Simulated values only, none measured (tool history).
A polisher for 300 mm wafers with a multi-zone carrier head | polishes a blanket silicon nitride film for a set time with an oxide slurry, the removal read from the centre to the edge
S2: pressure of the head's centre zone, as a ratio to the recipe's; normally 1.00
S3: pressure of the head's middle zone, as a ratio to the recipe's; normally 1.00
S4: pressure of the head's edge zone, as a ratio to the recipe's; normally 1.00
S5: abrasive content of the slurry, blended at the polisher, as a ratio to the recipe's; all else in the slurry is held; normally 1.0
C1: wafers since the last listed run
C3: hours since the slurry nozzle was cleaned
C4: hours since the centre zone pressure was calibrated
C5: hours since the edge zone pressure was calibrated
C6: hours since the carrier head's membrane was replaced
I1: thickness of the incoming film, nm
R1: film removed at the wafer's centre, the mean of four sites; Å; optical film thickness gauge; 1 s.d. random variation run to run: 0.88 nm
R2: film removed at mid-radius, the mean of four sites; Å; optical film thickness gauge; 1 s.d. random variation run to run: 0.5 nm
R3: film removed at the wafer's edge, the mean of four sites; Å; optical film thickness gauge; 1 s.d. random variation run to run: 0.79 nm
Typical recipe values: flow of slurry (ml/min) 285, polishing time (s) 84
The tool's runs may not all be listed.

Run 1, hour 0.0: usual settings; C1 0; wafers polished on this pad 224; C3 110.9; C4 612.8; C5 488.1; C6 701.2; I1 348.3. Result: R1 593 Å, R2 568 Å, R3 581 Å.
Run 2, hour 42.1: usual settings; C1 275; wafers polished on this pad 500; C3 153.0; C4 654.9; C5 530.2; C6 743.3; I1 349.0. Result: R1 588 Å, R2 568 Å, R3 566 Å.
Run 3, hour 111.8: usual settings; C1 456; wafers polished on this pad 957; C3 222.7; C4 724.6; C5 599.9; C6 813.0; I1 351.8. Result: R1 557 Å, R2 567 Å, R3 561 Å.
At hour 120.5: edge zone pressure recalibrated.
At hour 126.0: centre zone pressure recalibrated.
Run 4, hour 176.8: usual settings; C1 399; wafers polished on this pad 1356; C3 287.7; C4 50.8; C5 56.3; C6 878.0; I1 348.0. Result: R1 558 Å, R2 554 Å, R3 548 Å.
At hour 206.8: slurry nozzle cleaned.
Run 5, hour 214.1: usual settings; C1 237; wafers polished on this pad 1594; C3 7.3; C4 88.1; C5 93.6; C6 915.3; I1 353.7. Result: R1 576 Å, R2 542 Å, R3 536 Å.
At hour 266.9: worn pad replaced by a new one.
Run 6, hour 273.7: usual settings; C1 364; wafers polished on this pad 44; C3 66.9; C4 147.7; C5 153.2; C6 974.9; I1 347.5. Result: R1 582 Å, R2 573 Å, R3 583 Å.
Run 7, hour 337.9: usual settings; C1 420; wafers polished on this pad 464; C3 131.1; C4 211.9; C5 217.4; C6 1039.1; I1 351.1. Result: R1 579 Å, R2 566 Å, R3 574 Å.
At hour 413.0: carrier head's membrane replaced by a new one.
Run 8, hour 422.4: usual settings but flow of slurry (ml/min) 370, S3 0.93, S5 1.3, polishing time (s) 60; C1 520; wafers polished on this pad 985; C3 215.6; C4 296.4; C5 301.9; C6 9.4; I1 357.2. Result: R1 464 Å, R2 435 Å, R3 450 Å.
Run 9, hour 496.1: usual settings but S4 0.93; C1 482; wafers polished on this pad 1468; C3 289.3; C4 370.1; C5 375.6; C6 83.1; I1 352.6. Result: R1 561 Å, R2 538 Å, R3 519 Å.
At hour 513.6: slurry nozzle cleaned.
Run 10, hour 559.1: usual settings but flow of slurry (ml/min) 215, S4 1.06; C1 406; wafers polished on this pad 1875; C3 45.5; C4 433.1; C5 438.6; C6 146.1; I1 351.3. Result: R1 534 Å, R2 511 Å, R3 527 Å.
Run 11, hour 601.2: usual settings but flow of slurry (ml/min) 210, S3 1.07; C1 275; wafers polished on this pad 2150; C3 87.6; C4 475.2; C5 480.7; C6 188.2; I1 351.8. Result: R1 526 Å, R2 542 Å, R3 510 Å.
At hour 615.1: worn pad replaced by a new one.
Run 12, hour 691.9: usual settings but flow of slurry (ml/min) 385, S2 1.05, S3 0.92, S4 0.90; C1 568; wafers polished on this pad 502; C3 178.3; C4 565.9; C5 571.4; C6 278.9; I1 346.3. Result: R1 606 Å, R2 535 Å, R3 543 Å.
Run 13, hour 745.7: usual settings but flow of slurry (ml/min) 235, S4 0.89, polishing time (s) 111; C1 352; wafers polished on this pad 855; C3 232.1; C4 619.7; C5 625.2; C6 332.7; I1 346.9. Result: R1 744 Å, R2 715 Å, R3 696 Å.
Run 14, hour 783.2: usual settings but S2 1.06, S3 0.89, S4 0.95, S5 1.1; C1 245; wafers polished on this pad 1101; C3 269.6; C4 657.2; C5 662.7; C6 370.2; I1 345.8. Result: R1 605 Å, R2 524 Å, R3 562 Å.
At hour 794.9: edge zone pressure recalibrated.
Run 15, hour 829.9: usual settings; C1 292; wafers polished on this pad 1394; C3 316.3; C4 703.9; C5 35.0; C6 416.9; I1 353.3. Result: R1 538 Å, R2 545 Å, R3 549 Å.
Run 16, hour 872.4: usual settings but flow of slurry (ml/min) 375, S2 0.92; C1 278; wafers polished on this pad 1672; C3 358.8; C4 746.4; C5 77.5; C6 459.4; I1 343.5. Result: R1 521 Å, R2 557 Å, R3 553 Å.
At hour 894.4: slurry nozzle cleaned.
At hour 915.6: worn pad replaced by a new one.
Run 17, hour 951.9: usual settings; C1 488; wafers polished on this pad 237; C3 57.5; C4 825.9; C5 157.0; C6 538.9; I1 353.6. Result: R1 576 Å, R2 570 Å, R3 557 Å.
At hour 980.4: centre zone pressure recalibrated.
Run 18, hour 1013.2: usual settings but S2 0.92, S3 1.08, S5 0.7, polishing time (s) 63; C1 388; wafers polished on this pad 626; C3 118.8; C4 32.8; C5 218.3; C6 600.2; I1 351.3. Result: R1 323 Å, R2 367 Å, R3 349 Å.
Run 19, hour 1094.6: usual settings but S3 1.08, S5 1.2; C1 533; wafers polished on this pad 1159; C3 200.2; C4 114.2; C5 299.7; C6 681.6; I1 344.9. Result: R1 613 Å, R2 640 Å, R3 583 Å.
Run 20, hour 1177.5: usual settings; C1 543; wafers polished on this pad 1702; C3 283.1; C4 197.1; C5 382.6; C6 764.5; I1 347.9. Result: R1 562 Å, R2 539 Å, R3 537 Å.

Consider 5 possible next runs. They are alternatives, not a sequence: every one starts from the tool as it was left by run 20. What does each give?
Run A, hour 1178.0: usual settings; C1 3; wafers polished on this pad 1706; C3 283.6; C4 197.6; C5 383.1; C6 765.0; I1 346.3. Result: R1 ?, R2 ?, R3 ?.
Run B, hour 1178.0: usual settings but flow of slurry (ml/min) 315, S2 1.11; C1 3; wafers polished on this pad 1706; C3 283.6; C4 197.6; C5 383.1; C6 765.0; I1 346.3. Result: R1 ?, R2 ?, R3 ?.
Run C, hour 1178.0: usual settings but S2 1.04, S3 1.05; C1 3; wafers polished on this pad 1706; C3 283.6; C4 197.6; C5 383.1; C6 765.0; I1 346.3. Result: R1 ?, R2 ?, R3 ?.
Run D, hour 1178.0: usual settings but S4 0.91, polishing time (s) 72; C1 3; wafers polished on this pad 1706; C3 283.6; C4 197.6; C5 383.1; C6 765.0; I1 346.3. Result: R1 ?, R2 ?, R3 ?.
Run E, hour 1178.0: usual settings but polishing time (s) 73; C1 3; wafers polished on this pad 1706; C3 283.6; C4 197.6; C5 383.1; C6 765.0; I1 346.3. Result: R1 ?, R2 ?, R3 ?.

run   R1   R2   R3
  A  535  544  546
  B  592  550  550
  C  553  567  545
  D  458  467  447
  E  465  473  474
Without the tool's unlogged condition, the same runs would have read:
run   R1   R2   R3
  A  572  582  583
  B  633  588  588
  C  591  607  583
  D  490  499  478
  E  497  506  507
